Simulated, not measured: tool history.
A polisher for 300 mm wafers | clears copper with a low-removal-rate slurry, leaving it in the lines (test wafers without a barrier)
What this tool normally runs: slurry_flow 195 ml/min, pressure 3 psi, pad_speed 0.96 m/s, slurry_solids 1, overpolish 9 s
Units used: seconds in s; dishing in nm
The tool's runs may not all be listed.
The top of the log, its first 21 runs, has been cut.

run,hour,slurry_flow,pressure,pad_speed,slurry_solids,overpolish,wafers since the last listed run,wafers polished on this pad,hours since the slurry nozzle was cleaned,hours since the head pressure was calibrated,hours since the slurry blender was calibrated,"incoming thickness of the incoming film, nm",seconds,dishing
22,256.3,265,2.3,0.96,1,9,30,558,68.1,107.5,123.7,381.8,131.1,18.7
23,271.6,140,3,0.72,1,9,62,620,83.4,122.8,139,379,167.1,15.5
24,287.7,260,3,1.22,1,6,65,686,99.5,138.9,155.1,374,87.2,17.4
25,305.1,195,3,0.96,1,9,70,757,116.9,156.3,172.5,374.4,118.1,20.2
26,311.7,255,3,0.96,1,13,26,783,123.5,162.9,179.1,381.1,113.9,29.7
27,328.5,195,3.5,0.96,0.9,4,68,852,140.3,179.7,195.9,382.1,117.4,10.2
28,344.7,130,2.6,0.96,0.85,9,65,918,156.5,195.9,212.1,383.3,151.9,16.5
29,361.5,195,4,0.64,1,9,68,986,173.3,212.7,228.9,380.3,150.6,16.7
30,377.2,195,3,0.96,1.05,9,63,1050,189,228.4,244.6,375.7,120.3,20.1

What if the next run were any one of these 3? Each begins from the tool's condition after run 30:
A,377.7,195,3,0.96,1,9,2,1052,189.5,228.9,245.1,378.6,?,?
B,377.7,195,3,0.96,1,7,2,1052,189.5,228.9,245.1,378.6,?,?
C,377.7,235,3,0.96,1,9,2,1052,189.5,228.9,245.1,378.6,?,?

run,seconds,dishing
A,127.2,19.4
B,127.2,15.3
C,124.1,19.9
With the hidden condition removed and each run's random variation left untouched, the same runs would have given:
run,seconds,dishing
A,118.9,20.7
B,118.9,16.3
C,116,21.2
